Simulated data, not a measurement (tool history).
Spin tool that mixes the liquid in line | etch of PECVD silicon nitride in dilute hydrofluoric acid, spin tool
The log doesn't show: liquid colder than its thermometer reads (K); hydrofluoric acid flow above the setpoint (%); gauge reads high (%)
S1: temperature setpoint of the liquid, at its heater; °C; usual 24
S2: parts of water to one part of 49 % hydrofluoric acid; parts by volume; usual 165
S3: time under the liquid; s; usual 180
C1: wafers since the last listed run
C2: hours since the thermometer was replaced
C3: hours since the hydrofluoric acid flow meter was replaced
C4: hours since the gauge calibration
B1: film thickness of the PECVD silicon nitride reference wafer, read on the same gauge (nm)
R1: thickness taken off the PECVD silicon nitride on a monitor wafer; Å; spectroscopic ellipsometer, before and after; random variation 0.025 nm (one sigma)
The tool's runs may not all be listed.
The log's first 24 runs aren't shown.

run,day,S1,S2,S3,C1,C2,C3,C4,B1,R1
25,53.321,26,240,145,307,1083.2,150.1,214.9,30.031,20.37
26,55.992,24,165,220,556,1147.3,214.2,279,29.985,39.26
27,57.862,24,165,180,389,1192.2,259.1,323.9,30.033,32.66
28,59.979,24,165,180,441,1243,309.9,374.7,30.007,32.79
29,66.371,24,145,255,1331,1396.4,463.3,528.1,29.98,53.58
30,69.283,20.5,200,180,606,1466.3,533.2,598,30.005,22
# day 70.479: hydrofluoric acid flow meter replaced
31,70.688,26.5,185,115,283,1500,5,631.7,30.002,21.06
32,73.633,24,165,180,613,1570.7,75.7,702.4,29.994,31.4

Forecast each of these 4 alternatives for the next run:
A,73.654,24,120,180,4,1571.2,76.2,702.9,?,?
B,73.654,26,165,235,4,1571.2,76.2,702.9,?,?
C,73.654,24,230,270,4,1571.2,76.2,702.9,?,?
D,73.654,22,110,290,4,1571.2,76.2,702.9,?,?

run,B1,R1
A,30.001,43.64
B,30.001,47.29
C,30.001,34.44
D,30.001,67.06
Without the tool's hidden state the same runs would have given:
run,R1
A,44.65
B,48.31
C,35.18
D,68.68

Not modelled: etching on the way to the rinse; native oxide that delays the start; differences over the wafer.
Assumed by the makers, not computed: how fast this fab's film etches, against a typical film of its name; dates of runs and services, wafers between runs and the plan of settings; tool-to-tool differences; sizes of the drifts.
